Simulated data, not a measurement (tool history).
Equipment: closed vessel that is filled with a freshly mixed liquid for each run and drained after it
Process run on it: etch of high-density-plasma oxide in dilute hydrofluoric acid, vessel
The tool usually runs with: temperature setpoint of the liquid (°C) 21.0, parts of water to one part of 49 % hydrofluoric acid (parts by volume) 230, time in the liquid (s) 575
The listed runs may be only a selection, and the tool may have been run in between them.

| run | hour | temperature setpoint of the liquid (°C) | parts of water to one part of 49 % hydrofluoric acid (parts by volume) | time in the liquid (s) | wafers since the last listed run | hours since the thermometer was replaced | hours since the hydrofluoric acid flow meter was replaced | hours since the gauge calibration | read-back film thickness of the high-density-plasma oxide reference wafer, read on the same gauge (nm) | thickness taken off the high-density-plasma oxide on a monitor wafer (angstrom) |
|---|---|---|---|---|---|---|---|---|---|---|
| 1 | 0.0 | 21.0 | 230 | 575 | 0 | 661.3 | 23.2 | 418.9 | 112.58 | 218.2 |
| 2 | 89.6 | 21.0 | 230 | 575 | 5102 | 750.9 | 112.8 | 508.5 | 112.86 | 218.1 |
| 3 | 138.4 | 21.0 | 230 | 575 | 2778 | 799.7 | 161.6 | 557.3 | 113.01 | 219.0 |
| 4 | 236.9 | 19.5 | 230 | 575 | 5608 | 898.2 | 260.1 | 655.8 | 113.20 | 206.5 |
| 5 | 342.1 | 19.5 | 230 | 575 | 5990 | 1003.4 | 365.3 | 761.0 | 113.38 | 206.6 |
| 6 | 421.9 | 19.5 | 230 | 575 | 4543 | 1083.2 | 445.1 | 840.8 | 113.46 | 206.5 |
| 7 | 485.4 | 21.0 | 230 | 575 | 3615 | 1146.7 | 508.6 | 904.3 | 113.52 | 219.2 |
| 8 | 580.0 | 24.5 | 230 | 575 | 5386 | 1241.3 | 603.2 | 998.9 | 113.60 | 250.2 |
| 9 | 634.6 | 24.5 | 230 | 575 | 3109 | 1295.9 | 657.8 | 1053.5 | 113.61 | 250.0 |
|  | 674.7 | gauge calibrated |
|  | 678.8 | thermometer replaced |
| 10 | 739.5 | 21.0 | 230 | 425 | 5916 | 60.7 | 762.7 | 64.8 | 110.50 | 157.6 |
| 11 | 807.5 | 21.0 | 185 | 575 | 3872 | 128.7 | 830.7 | 132.8 | 111.20 | 280.5 |
|  | 882.0 | hydrofluoric acid flow meter replaced |
| 12 | 911.0 | 21.0 | 230 | 910 | 5836 | 232.2 | 29.0 | 236.3 | 111.99 | 343.5 |
| 13 | 1000.2 | 21.0 | 230 | 245 | 5079 | 321.4 | 118.2 | 325.5 | 112.53 | 92.3 |
| 14 | 1084.0 | 22.5 | 170 | 725 | 4771 | 405.2 | 202.0 | 409.3 | 112.87 | 419.0 |
| 15 | 1168.1 | 25.5 | 230 | 575 | 4788 | 489.3 | 286.1 | 493.4 | 113.18 | 257.9 |
| 16 | 1247.7 | 21.0 | 230 | 425 | 4532 | 568.9 | 365.7 | 573.0 | 113.38 | 160.7 |
| 17 | 1308.2 | 19.5 | 325 | 305 | 3445 | 629.4 | 426.2 | 633.5 | 113.52 | 71.7 |
| 18 | 1388.5 | 21.0 | 230 | 575 | 4572 | 709.7 | 506.5 | 713.8 | 113.66 | 218.4 |
| 19 | 1478.9 | 21.0 | 115 | 900 | 5147 | 800.1 | 596.9 | 804.2 | 113.77 | 777.1 |
| 20 | 1571.9 | 21.0 | 230 | 740 | 5295 | 893.1 | 689.9 | 897.2 | 113.86 | 284.5 |
|  | 1622.6 | gauge calibrated |
| 21 | 1661.4 | 21.0 | 230 | 335 | 5096 | 982.6 | 779.4 | 38.8 | 110.50 | 124.0 |

Below are 4 alternative next runs, each starting from the tool's condition after run 21. Predict each:
| A | 1662.2 | 21.0 | 230 | 575 | 45 | 983.4 | 780.2 | 39.6 | ? | ? |
| B | 1662.2 | 21.0 | 230 | 260 | 45 | 983.4 | 780.2 | 39.6 | ? | ? |
| C | 1662.2 | 21.0 | 180 | 395 | 45 | 983.4 | 780.2 | 39.6 | ? | ? |
| D | 1662.2 | 22.5 | 200 | 380 | 45 | 983.4 | 780.2 | 39.6 | ? | ? |

| run | read-back film thickness of the high-density-plasma oxide reference wafer, read on the same gauge (nm) | thickness taken off the high-density-plasma oxide on a monitor wafer (angstrom) |
|---|---|---|
| A | 110.52 | 212.8 |
| B | 110.52 | 96.2 |
| C | 110.52 | 196.4 |
| D | 110.52 | 176.3 |
What these runs would have given with no unlogged condition in the tool:
| run | thickness taken off the high-density-plasma oxide on a monitor wafer (angstrom) |
|---|---|
| A | 211.8 |
| B | 95.8 |
| C | 195.4 |
| D | 175.5 |
